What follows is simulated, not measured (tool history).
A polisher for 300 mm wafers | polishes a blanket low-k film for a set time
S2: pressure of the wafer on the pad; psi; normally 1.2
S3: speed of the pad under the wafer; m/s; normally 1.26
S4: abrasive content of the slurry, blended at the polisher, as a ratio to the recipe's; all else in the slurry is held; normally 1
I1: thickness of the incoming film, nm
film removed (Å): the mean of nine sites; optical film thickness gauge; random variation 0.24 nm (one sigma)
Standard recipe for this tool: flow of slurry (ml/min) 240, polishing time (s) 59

{"run": 1, "day": 0.0, "flow of slurry (ml/min)": 240, "S2": 1.2, "S3": 1.26, "S4": 1.05, "polishing time (s)": 59, "I1": 622.6, "film removed (Å)": 175}
{"run": 2, "day": 2.667, "flow of slurry (ml/min)": 240, "S2": 1.2, "S3": 1.26, "S4": 1, "polishing time (s)": 59, "I1": 619.9, "film removed (Å)": 166}
{"day": 3.042, "done": "conditioning disc replaced and pad reconditioned"}
{"run": 3, "day": 4.442, "flow of slurry (ml/min)": 240, "S2": 1.2, "S3": 1.26, "S4": 1, "polishing time (s)": 59, "I1": 610.2, "film removed (Å)": 162}
{"day": 5.238, "done": "slurry blender recalibrated"}
{"run": 4, "day": 6.792, "flow of slurry (ml/min)": 240, "S2": 1.2, "S3": 1.26, "S4": 0.75, "polishing time (s)": 59, "I1": 611.9, "film removed (Å)": 134}
{"run": 5, "day": 9.246, "flow of slurry (ml/min)": 320, "S2": 1.2, "S3": 1.26, "S4": 1, "polishing time (s)": 59, "I1": 607.3, "film removed (Å)": 180}
{"run": 6, "day": 10.662, "flow of slurry (ml/min)": 240, "S2": 1.2, "S3": 1.26, "S4": 0.8, "polishing time (s)": 59, "I1": 625.7, "film removed (Å)": 144}
{"day": 11.596, "done": "slurry nozzle cleaned"}
{"run": 7, "day": 13.279, "flow of slurry (ml/min)": 310, "S2": 1.4, "S3": 0.98, "S4": 0.8, "polishing time (s)": 59, "I1": 619.2, "film removed (Å)": 141}
{"day": 13.608, "done": "worn pad replaced by a new one"}
{"run": 8, "day": 16.0, "flow of slurry (ml/min)": 310, "S2": 0.9, "S3": 1.26, "S4": 1, "polishing time (s)": 53, "I1": 618.3, "film removed (Å)": 123}
{"run": 9, "day": 17.842, "flow of slurry (ml/min)": 240, "S2": 1.2, "S3": 1.26, "S4": 1, "polishing time (s)": 59, "I1": 628.3, "film removed (Å)": 169}
{"day": 19.796, "done": "head pressure recalibrated"}
{"run": 10, "day": 20.254, "flow of slurry (ml/min)": 240, "S2": 1.2, "S3": 1.26, "S4": 1, "polishing time (s)": 59, "I1": 621.2, "film removed (Å)": 167}
{"run": 11, "day": 21.558, "flow of slurry (ml/min)": 240, "S2": 1.2, "S3": 1.26, "S4": 1, "polishing time (s)": 59, "I1": 623.2, "film removed (Å)": 168}
{"day": 23.1, "done": "conditioning disc replaced and pad reconditioned"}
{"run": 12, "day": 24.217, "flow of slurry (ml/min)": 240, "S2": 1.5, "S3": 1.62, "S4": 0.7, "polishing time (s)": 66, "I1": 621.3, "film removed (Å)": 185}
{"run": 13, "day": 25.825, "flow of slurry (ml/min)": 160, "S2": 1.2, "S3": 1.02, "S4": 1, "polishing time (s)": 73, "I1": 619.2, "film removed (Å)": 164}
{"day": 26.883, "done": "slurry blender recalibrated"}
{"run": 14, "day": 28.583, "flow of slurry (ml/min)": 240, "S2": 1.2, "S3": 1.26, "S4": 1, "polishing time (s)": 59, "I1": 618.1, "film removed (Å)": 180}
{"run": 15, "day": 30.883, "flow of slurry (ml/min)": 290, "S2": 1.2, "S3": 1.26, "S4": 0.85, "polishing time (s)": 64, "I1": 621, "film removed (Å)": 169}
{"day": 32.112, "done": "worn pad replaced by a new one"}
{"run": 16, "day": 33.712, "flow of slurry (ml/min)": 295, "S2": 1.2, "S3": 1.14, "S4": 1, "polishing time (s)": 59, "I1": 622.9, "film removed (Å)": 162}
{"run": 17, "day": 35.917, "flow of slurry (ml/min)": 240, "S2": 1.2, "S3": 1.26, "S4": 1, "polishing time (s)": 48, "I1": 625.8, "film removed (Å)": 141}
{"day": 36.392, "done": "slurry nozzle cleaned"}
{"run": 18, "day": 37.275, "flow of slurry (ml/min)": 240, "S2": 1.2, "S3": 1.26, "S4": 1, "polishing time (s)": 59, "I1": 628.6, "film removed (Å)": 175}
{"run": 19, "day": 38.758, "flow of slurry (ml/min)": 180, "S2": 1.2, "S3": 1.26, "S4": 1, "polishing time (s)": 59, "I1": 613.8, "film removed (Å)": 168}
{"day": 39.375, "done": "head pressure recalibrated"}
{"run": 20, "day": 40.104, "flow of slurry (ml/min)": 240, "S2": 1.2, "S3": 1.26, "S4": 1, "polishing time (s)": 59, "I1": 616.7, "film removed (Å)": 173}
{"day": 41.442, "done": "conditioning disc replaced and pad reconditioned"}
{"run": 21, "day": 41.912, "flow of slurry (ml/min)": 280, "S2": 1.2, "S3": 1.26, "S4": 1, "polishing time (s)": 59, "I1": 611.9, "film removed (Å)": 170}
{"run": 22, "day": 46.238, "flow of slurry (ml/min)": 240, "S2": 1, "S3": 1.26, "S4": 0.75, "polishing time (s)": 43, "I1": 613.7, "film removed (Å)": 72}
{"run": 23, "day": 47.304, "flow of slurry (ml/min)": 240, "S2": 1.2, "S3": 1.26, "S4": 1, "polishing time (s)": 59, "I1": 629.3, "film removed (Å)": 157}
{"day": 50.075, "done": "worn pad replaced by a new one"}
{"run": 24, "day": 50.096, "flow of slurry (ml/min)": 240, "S2": 1.2, "S3": 1.54, "S4": 1, "polishing time (s)": 59, "I1": 605.9, "film removed (Å)": 177}

Some steps in film removed (Å) between neighbouring runs. How much of each would the tool show without its hidden state too (settings, what came in, random variation), and how much is left for the hidden state, with any gauge scatter that isn't in both results?
The hidden state here: removal rate lost through wear of the pad, %; slurry flow missing at the pad, %; deviation of the head's pressure from its setpoint, %; abrasive missing from the slurry, %; time polished since the conditioner stopped cutting, s.
Run 3 -> 4: S4 1 -> 0.75, slurry blender recalibrated. film removed (Å) -28: hidden state +16, all else -44.
Run 13 -> 14: flow of slurry (ml/min) 160 -> 240, S3 1.02 -> 1.26, polishing time (s) 73 -> 59, slurry blender recalibrated. film removed (Å) +16: hidden state +18, all else -2.
Run 21 -> 22: flow of slurry (ml/min) 280 -> 240, S2 1.2 -> 1, S4 1 -> 0.75, polishing time (s) 59 -> 43. film removed (Å) -98: hidden state +1, all else -99.
Run 22 -> 23: S2 1 -> 1.2, S4 0.75 -> 1, polishing time (s) 43 -> 59. film removed (Å) +85: hidden state -11, all else +96.
